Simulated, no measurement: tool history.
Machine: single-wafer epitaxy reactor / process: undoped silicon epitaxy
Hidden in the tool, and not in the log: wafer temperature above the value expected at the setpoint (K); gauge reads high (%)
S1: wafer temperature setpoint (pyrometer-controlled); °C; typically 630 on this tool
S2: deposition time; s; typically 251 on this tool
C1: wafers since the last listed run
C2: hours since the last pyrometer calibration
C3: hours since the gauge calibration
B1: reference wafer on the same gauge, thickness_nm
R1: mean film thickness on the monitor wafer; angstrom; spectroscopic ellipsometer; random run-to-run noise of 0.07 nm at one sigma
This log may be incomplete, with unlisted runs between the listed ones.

run 1 day=0 | S1=630 S2=251 | C1=0 C2=1066.1 C3=325.8 | B1=26.305 | R1=272.64
run 2 day=1.488 | S1=630 S2=251 | C1=157 C2=1101.8 C3=361.5 | B1=26.322 | R1=272.83
run 3 day=5.029 | S1=630 S2=251 | C1=374 C2=1186.8 C3=446.5 | B1=26.291 | R1=272.33
run 4 day=5.642 | S1=630 S2=251 | C1=64 C2=1201.5 C3=461.2 | B1=26.318 | R1=272.48
run 5 day=6.983 | S1=639 S2=251 | C1=142 C2=1233.7 C3=493.4 | B1=26.3 | R1=341.54
run 6 day=10.325 | S1=639 S2=251 | C1=353 C2=1313.9 C3=573.6 | B1=26.318 | R1=343.48
run 7 day=11.204 | S1=630 S2=251 | C1=93 C2=1335 C3=594.7 | B1=26.335 | R1=271.49
run 8 day=12.304 | S1=630 S2=251 | C1=116 C2=1361.4 C3=621.1 | B1=26.333 | R1=271.63
run 9 day=13.521 | S1=630 S2=251 | C1=128 C2=1390.6 C3=650.3 | B1=26.324 | R1=270.88
run 10 day=15.742 | S1=634 S2=251 | C1=235 C2=1443.9 C3=703.6 | B1=26.333 | R1=302.49
run 11 day=16.933 | S1=630 S2=251 | C1=126 C2=1472.5 C3=732.2 | B1=26.294 | R1=272.62
-- day=17.229 gauge calibrated
run 12 day=18.192 | S1=630 S2=280 | C1=133 C2=1502.7 C3=23.1 | B1=26.255 | R1=303.63
run 13 day=19.296 | S1=630 S2=280 | C1=116 C2=1529.2 C3=49.6 | B1=26.295 | R1=304.41
run 14 day=20.208 | S1=630 S2=251 | C1=96 C2=1551.1 C3=71.5 | B1=26.27 | R1=272.06
run 15 day=21.108 | S1=630 S2=208 | C1=95 C2=1572.7 C3=93.1 | B1=26.288 | R1=224.91
-- day=22.492 pyrometer calibrated
run 16 day=22.592 | S1=623 S2=219 | C1=121 C2=2.4 C3=128.7 | B1=26.347 | R1=201.96
run 17 day=23.758 | S1=638 S2=207 | C1=123 C2=30.4 C3=156.7 | B1=26.276 | R1=281.41
run 18 day=25.212 | S1=630 S2=251 | C1=153 C2=65.3 C3=191.6 | B1=26.321 | R1=276.66
run 19 day=26.858 | S1=623 S2=219 | C1=174 C2=104.8 C3=231.1 | B1=26.294 | R1=200.46
run 20 day=28.017 | S1=642 S2=209 | C1=122 C2=132.6 C3=258.9 | B1=26.29 | R1=312.04
run 21 day=29.475 | S1=642 S2=251 | C1=154 C2=167.6 C3=293.9 | B1=26.277 | R1=374.05
run 22 day=29.979 | S1=620 S2=283 | C1=53 C2=179.7 C3=306 | B1=26.294 | R1=237.58
run 23 day=31.217 | S1=634 S2=212 | C1=130 C2=209.4 C3=335.7 | B1=26.3 | R1=258.31
run 24 day=32.379 | S1=634 S2=227 | C1=123 C2=237.3 C3=363.6 | B1=26.302 | R1=275.29
run 25 day=32.896 | S1=626 S2=296 | C1=54 C2=249.7 C3=376 | B1=26.301 | R1=291.06
run 26 day=33.633 | S1=621 S2=277 | C1=78 C2=267.4 C3=393.7 | B1=26.286 | R1=237.62
run 27 day=34.654 | S1=623 S2=215 | C1=108 C2=291.9 C3=418.2 | B1=26.296 | R1=194.63

Each row is a separate what-if for the run after 27, all from the same tool condition, not one after another. Results?
run A day=34.675 | S1=626 S2=251 | C1=2 C2=292.4 C3=418.7 | B1=? | R1=?
run B day=34.675 | S1=616 S2=282 | C1=2 C2=292.4 C3=418.7 | B1=? | R1=?
run C day=34.675 | S1=625 S2=280 | C1=2 C2=292.4 C3=418.7 | B1=? | R1=?
run D day=34.675 | S1=635 S2=234 | C1=2 C2=292.4 C3=418.7 | B1=? | R1=?
run E day=34.675 | S1=640 S2=221 | C1=2 C2=292.4 C3=418.7 | B1=? | R1=?

run=A B1=26.29 R1=247.06
run=B B1=26.29 R1=212.73
run=C B1=26.29 R1=268.45
run=D B1=26.29 R1=290.97
run=E B1=26.29 R1=312.21
The same runs, with their run-to-run variation unchanged, on a tool lacking any hidden condition would have given:
run=A R1=252.4
run=B R1=217.45
run=C R1=274.27
run=D R1=297.13
run=E R1=318.73
